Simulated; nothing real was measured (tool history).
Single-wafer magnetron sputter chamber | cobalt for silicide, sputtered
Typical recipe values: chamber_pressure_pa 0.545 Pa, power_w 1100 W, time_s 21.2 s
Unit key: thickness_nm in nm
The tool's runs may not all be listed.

run	hour	chamber_pressure_pa	power_w	time_s	wafers since the last listed run	wafers on the sputter target	hours since the last manometer calibration	hours since the magnet pack was replaced	hours since the gauge calibration	read-back reference wafer on the same gauge, thickness_nm	thickness_nm
1	0	0.545	1100	21.2	0	5185	1742.1	5663.8	906.5	13.887	11.947
# hour 10.3: sputter target and shields replaced
2	19.3	0.545	1100	21.2	284	226	1761.4	5683.1	925.8	13.912	11.933
3	48.6	0.545	1100	21.2	737	964	1790.7	5712.4	955.1	13.91	11.939
4	61.1	0.545	1100	21.2	314	1278	1803.2	5724.9	967.6	13.885	11.903
5	78.9	0.545	1100	21.2	448	1726	1821	5742.7	985.4	13.913	11.926
6	105.1	0.545	1100	21.2	659	2386	1847.2	5768.9	1011.6	13.902	11.881
7	130.8	0.545	1250	21.2	646	3033	1872.9	5794.6	1037.3	13.915	13.22
8	157	0.545	1250	21.2	659	3692	1899.1	5820.8	1063.5	13.882	13.056
9	176.6	0.545	1250	21.2	493	4186	1918.7	5840.4	1083.1	13.872	13.113
# hour 185.8: sputter target and shields replaced
10	211.2	0.392	1100	19.9	669	639	1953.3	5875	1117.7	13.906	11.561
# hour 218.4: gauge calibrated
11	238.8	0.392	1100	19.9	694	1334	1980.9	5902.6	20.4	13.888	11.477
12	257.8	0.545	1100	21.2	478	1812	1999.9	5921.6	39.4	13.904	11.786
13	292.8	0.545	1100	21.2	881	2693	2034.9	5956.6	74.4	13.892	11.86
14	317.4	0.545	1100	21.2	619	3312	2059.5	5981.2	99	13.877	11.844
15	346.1	0.545	1100	22.3	722	4035	2088.2	6009.9	127.7	13.949	12.588
16	358.6	0.545	1100	22.3	314	4349	2100.7	6022.4	140.2	13.876	12.47
# hour 369.5: sputter target and shields replaced
17	395.9	0.545	1100	22.3	737	665	2138	6059.7	177.5	13.913	12.534
# hour 421.9: magnet pack replaced
18	422.4	0.545	1200	22.6	465	1131	2164.5	0.5	204	13.901	13.501
# hour 460.7: capacitance manometer re-zeroed and calibrated
19	461.2	0.624	850	19.7	775	1906	0.5	39.3	242.8	13.889	9.091
20	470	0.545	1100	21.2	221	2127	9.3	48.1	251.6	13.902	11.942
21	502.5	0.545	1100	19.2	818	2946	41.8	80.6	284.1	13.896	10.764
22	536.1	0.545	1250	21.2	845	3791	75.4	114.2	317.7	13.884	12.945
# hour 555.2: sputter target and shields replaced
23	569.3	0.545	1100	21.2	634	353	108.6	147.4	350.9	13.931	11.934
24	585.4	0.759	950	21.2	405	758	124.7	163.5	367	13.9	10.148
25	602.4	0.387	1000	21.2	427	1186	141.7	180.5	384	13.894	11.474
26	631.3	0.545	1100	21.2	727	1914	170.6	209.4	412.9	13.896	11.888
27	646.8	0.545	1100	21.2	390	2304	186.1	224.9	428.4	13.897	11.96
28	674	0.545	1100	21.2	684	2989	213.3	252.1	455.6	13.853	11.927
29	692.6	0.329	900	21.2	468	3457	231.9	270.7	474.2	13.906	10.774
30	706.3	0.545	1200	21.2	344	3802	245.6	284.4	487.9	13.885	12.709
31	722.3	0.462	950	21.2	402	4204	261.6	300.4	503.9	13.897	10.915
# hour 751.5: sputter target and shields replaced
32	776.3	0.691	1000	21.2	1157	623	315.6	354.4	557.9	13.911	10.785
33	809.5	0.447	900	21.2	835	1459	348.8	387.6	591.1	13.924	10.495
34	835.9	0.619	900	21.2	664	2123	375.2	414	617.5	13.913	10.164
35	873.3	0.545	1100	21.2	941	3065	412.6	451.4	654.9	13.886	12.003

Branching from run 35: 4 alternative next runs. What would each branch give?
A	873.7	0.488	1100	21.2	10	3075	413	451.8	655.3	?	?
B	873.7	0.545	1100	19	10	3075	413	451.8	655.3	?	?
C	873.7	0.405	1250	19.1	10	3075	413	451.8	655.3	?	?
D	873.7	0.545	1100	23.6	10	3075	413	451.8	655.3	?	?

run	read-back reference wafer on the same gauge, thickness_nm	thickness_nm
A	13.889	12.01
B	13.889	10.636
C	13.889	12.113
D	13.889	13.211
Had the tool no hidden state, the same runs would have come out as:
run	thickness_nm
A	12.01
B	10.636
C	12.113
D	13.211
